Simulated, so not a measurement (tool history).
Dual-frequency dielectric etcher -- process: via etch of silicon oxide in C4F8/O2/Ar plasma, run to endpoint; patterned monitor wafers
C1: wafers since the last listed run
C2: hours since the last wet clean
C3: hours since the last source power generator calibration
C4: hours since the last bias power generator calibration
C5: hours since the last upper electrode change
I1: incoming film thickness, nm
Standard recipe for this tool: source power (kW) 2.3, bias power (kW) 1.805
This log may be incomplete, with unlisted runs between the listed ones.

{"run": 1, "hour": 0.0, "source power (kW)": 2.3, "bias power (kW)": 1.805, "C1": 0, "C2": 456, "C3": 891, "C4": 2099.1, "C5": 3993.6, "I1": 1375.3, "endpoint time (s)": 274.8}
{"hour": 92.1, "done": "bias power generator calibrated"}
{"run": 2, "hour": 93.7, "source power (kW)": 2.3, "bias power (kW)": 1.805, "C1": 715, "C2": 549.7, "C3": 984.7, "C4": 1.6, "C5": 4087.3, "I1": 1357.1, "endpoint time (s)": 271}
{"run": 3, "hour": 173.4, "source power (kW)": 2.3, "bias power (kW)": 2.152, "C1": 636, "C2": 629.4, "C3": 1064.4, "C4": 81.3, "C5": 4167, "I1": 1349.8, "endpoint time (s)": 250.4}
{"run": 4, "hour": 275.4, "source power (kW)": 2.3, "bias power (kW)": 1.805, "C1": 814, "C2": 731.4, "C3": 1166.4, "C4": 183.3, "C5": 4269, "I1": 1374, "endpoint time (s)": 269.9}
{"run": 5, "hour": 331.4, "source power (kW)": 2.3, "bias power (kW)": 1.805, "C1": 446, "C2": 787.4, "C3": 1222.4, "C4": 239.3, "C5": 4325, "I1": 1371.7, "endpoint time (s)": 272}
{"hour": 379.4, "done": "wet clean of the chamber"}
{"run": 6, "hour": 434.6, "source power (kW)": 2.3, "bias power (kW)": 1.805, "C1": 632, "C2": 55.2, "C3": 1325.6, "C4": 342.5, "C5": 4428.2, "I1": 1363.5, "endpoint time (s)": 270.3}
{"run": 7, "hour": 520.8, "source power (kW)": 2.3, "bias power (kW)": 2.093, "C1": 687, "C2": 141.4, "C3": 1411.8, "C4": 428.7, "C5": 4514.4, "I1": 1354.4, "endpoint time (s)": 254.8}
{"run": 8, "hour": 592.9, "source power (kW)": 2.3, "bias power (kW)": 2.093, "C1": 575, "C2": 213.5, "C3": 1483.9, "C4": 500.8, "C5": 4586.5, "I1": 1366.7, "endpoint time (s)": 258.9}
{"run": 9, "hour": 669.2, "source power (kW)": 2.76, "bias power (kW)": 1.805, "C1": 608, "C2": 289.8, "C3": 1560.2, "C4": 577.1, "C5": 4662.8, "I1": 1363.3, "endpoint time (s)": 249.2}
{"run": 10, "hour": 770.9, "source power (kW)": 2.76, "bias power (kW)": 1.805, "C1": 811, "C2": 391.5, "C3": 1661.9, "C4": 678.8, "C5": 4764.5, "I1": 1356.8, "endpoint time (s)": 244.5}
{"run": 11, "hour": 823.9, "source power (kW)": 2.76, "bias power (kW)": 1.805, "C1": 423, "C2": 444.5, "C3": 1714.9, "C4": 731.8, "C5": 4817.5, "I1": 1382.3, "endpoint time (s)": 248.8}
{"run": 12, "hour": 880.3, "source power (kW)": 1.87, "bias power (kW)": 1.395, "C1": 450, "C2": 500.9, "C3": 1771.3, "C4": 788.2, "C5": 4873.9, "I1": 1368.8, "endpoint time (s)": 326.8}
{"hour": 995.5, "done": "upper electrode replaced"}
{"run": 13, "hour": 1063.5, "source power (kW)": 2.3, "bias power (kW)": 1.979, "C1": 1270, "C2": 684.1, "C3": 1954.5, "C4": 971.4, "C5": 68, "I1": 1371.6, "endpoint time (s)": 260.4}
{"run": 14, "hour": 1110.1, "source power (kW)": 2.3, "bias power (kW)": 1.805, "C1": 371, "C2": 730.7, "C3": 2001.1, "C4": 1018, "C5": 114.6, "I1": 1363.7, "endpoint time (s)": 268.6}
{"hour": 1181.9, "done": "wet clean of the chamber"}
{"run": 15, "hour": 1189.1, "source power (kW)": 2.73, "bias power (kW)": 1.937, "C1": 438, "C2": 7.2, "C3": 2080.1, "C4": 1097, "C5": 193.6, "I1": 1376.8, "endpoint time (s)": 246.7}
{"hour": 1232.2, "done": "source power generator calibrated"}
{"run": 16, "hour": 1242.1, "source power (kW)": 2.09, "bias power (kW)": 1.805, "C1": 391, "C2": 60.2, "C3": 9.9, "C4": 1150, "C5": 246.6, "I1": 1350.5, "endpoint time (s)": 278.8}
{"run": 17, "hour": 1333.8, "source power (kW)": 2.3, "bias power (kW)": 1.805, "C1": 731, "C2": 151.9, "C3": 101.6, "C4": 1241.7, "C5": 338.3, "I1": 1373.5, "endpoint time (s)": 276.9}
{"run": 18, "hour": 1425.0, "source power (kW)": 2.3, "bias power (kW)": 1.805, "C1": 727, "C2": 243.1, "C3": 192.8, "C4": 1332.9, "C5": 429.5, "I1": 1360.6, "endpoint time (s)": 270.3}
{"run": 19, "hour": 1524.7, "source power (kW)": 2.5, "bias power (kW)": 2.046, "C1": 795, "C2": 342.8, "C3": 292.5, "C4": 1432.6, "C5": 529.2, "I1": 1372.4, "endpoint time (s)": 249.5}
{"run": 20, "hour": 1621.0, "source power (kW)": 2.56, "bias power (kW)": 2.113, "C1": 768, "C2": 439.1, "C3": 388.8, "C4": 1528.9, "C5": 625.5, "I1": 1370.3, "endpoint time (s)": 244.6}
{"run": 21, "hour": 1691.8, "source power (kW)": 2.48, "bias power (kW)": 1.976, "C1": 565, "C2": 509.9, "C3": 459.6, "C4": 1599.7, "C5": 696.3, "I1": 1375.3, "endpoint time (s)": 255.1}
{"run": 22, "hour": 1796.4, "source power (kW)": 2.3, "bias power (kW)": 1.377, "C1": 834, "C2": 614.5, "C3": 564.2, "C4": 1704.3, "C5": 800.9, "I1": 1362, "endpoint time (s)": 296.7}
{"run": 23, "hour": 1884.4, "source power (kW)": 1.97, "bias power (kW)": 1.805, "C1": 702, "C2": 702.5, "C3": 652.2, "C4": 1792.3, "C5": 888.9, "I1": 1369.7, "endpoint time (s)": 292.1}
{"run": 24, "hour": 1985.3, "source power (kW)": 2.58, "bias power (kW)": 1.501, "C1": 805, "C2": 803.4, "C3": 753.1, "C4": 1893.2, "C5": 989.8, "I1": 1374.5, "endpoint time (s)": 275.2}
{"hour": 2106.1, "done": "wet clean of the chamber"}
{"run": 25, "hour": 2106.6, "source power (kW)": 2.3, "bias power (kW)": 1.389, "C1": 776, "C2": 0.5, "C3": 874.4, "C4": 2014.5, "C5": 1111.1, "I1": 1355.1, "endpoint time (s)": 298.6}
{"run": 26, "hour": 2146.4, "source power (kW)": 2.06, "bias power (kW)": 1.805, "C1": 317, "C2": 40.3, "C3": 914.2, "C4": 2054.3, "C5": 1150.9, "I1": 1360.2, "endpoint time (s)": 284.1}
{"run": 27, "hour": 2186.1, "source power (kW)": 2.61, "bias power (kW)": 2.204, "C1": 316, "C2": 80, "C3": 953.9, "C4": 2094, "C5": 1190.6, "I1": 1368.6, "endpoint time (s)": 237.1}
{"run": 28, "hour": 2268.5, "source power (kW)": 2.3, "bias power (kW)": 1.805, "C1": 657, "C2": 162.4, "C3": 1036.3, "C4": 2176.4, "C5": 1273, "I1": 1370.4, "endpoint time (s)": 272.1}
{"hour": 2279.6, "done": "bias power generator calibrated"}
{"run": 29, "hour": 2364.2, "source power (kW)": 2.3, "bias power (kW)": 1.805, "C1": 731, "C2": 258.1, "C3": 1132, "C4": 84.6, "C5": 1368.7, "I1": 1373.8, "endpoint time (s)": 270.9}
{"run": 30, "hour": 2463.0, "source power (kW)": 2.65, "bias power (kW)": 1.805, "C1": 788, "C2": 356.9, "C3": 1230.8, "C4": 183.4, "C5": 1467.5, "I1": 1371.6, "endpoint time (s)": 254.1}
{"run": 31, "hour": 2512.6, "source power (kW)": 1.9, "bias power (kW)": 2.22, "C1": 395, "C2": 406.5, "C3": 1280.4, "C4": 233, "C5": 1517.1, "I1": 1371.6, "endpoint time (s)": 276.7}
{"run": 32, "hour": 2616.5, "source power (kW)": 2.3, "bias power (kW)": 1.805, "C1": 829, "C2": 510.4, "C3": 1384.3, "C4": 336.9, "C5": 1621, "I1": 1364.3, "endpoint time (s)": 272.1}
{"run": 33, "hour": 2678.0, "source power (kW)": 2.3, "bias power (kW)": 1.926, "C1": 490, "C2": 571.9, "C3": 1445.8, "C4": 398.4, "C5": 1682.5, "I1": 1366.5, "endpoint time (s)": 263.1}
{"run": 34, "hour": 2718.1, "source power (kW)": 2.6, "bias power (kW)": 1.805, "C1": 320, "C2": 612, "C3": 1485.9, "C4": 438.5, "C5": 1722.6, "I1": 1340, "endpoint time (s)": 250}

For each entry between runs, how does the tool's hidden state at the last listed run before it compare with that at the first listed run after it?
Logged between run 1 and run 2: bias power generator calibrated (hour 92.1)
  no difference in the tool's unlogged condition between these two runs
Logged between run 5 and run 6: wet clean of the chamber (hour 379.4)
  no difference in the tool's unlogged condition between these two runs
Logged between run 12 and run 13: upper electrode replaced (hour 995.5)
  no difference in the tool's unlogged condition between these two runs
Logged between run 14 and run 15: wet clean of the chamber (hour 1181.9)
  no difference in the tool's unlogged condition between these two runs
Logged between run 15 and run 16: source power generator calibrated (hour 1232.2)
  no difference in the tool's unlogged condition between these two runs
Logged between run 24 and run 25: wet clean of the chamber (hour 2106.1)
  no difference in the tool's unlogged condition between these two runs
Logged between run 28 and run 29: bias power generator calibrated (hour 2279.6)
  no difference in the tool's unlogged condition between these two runs
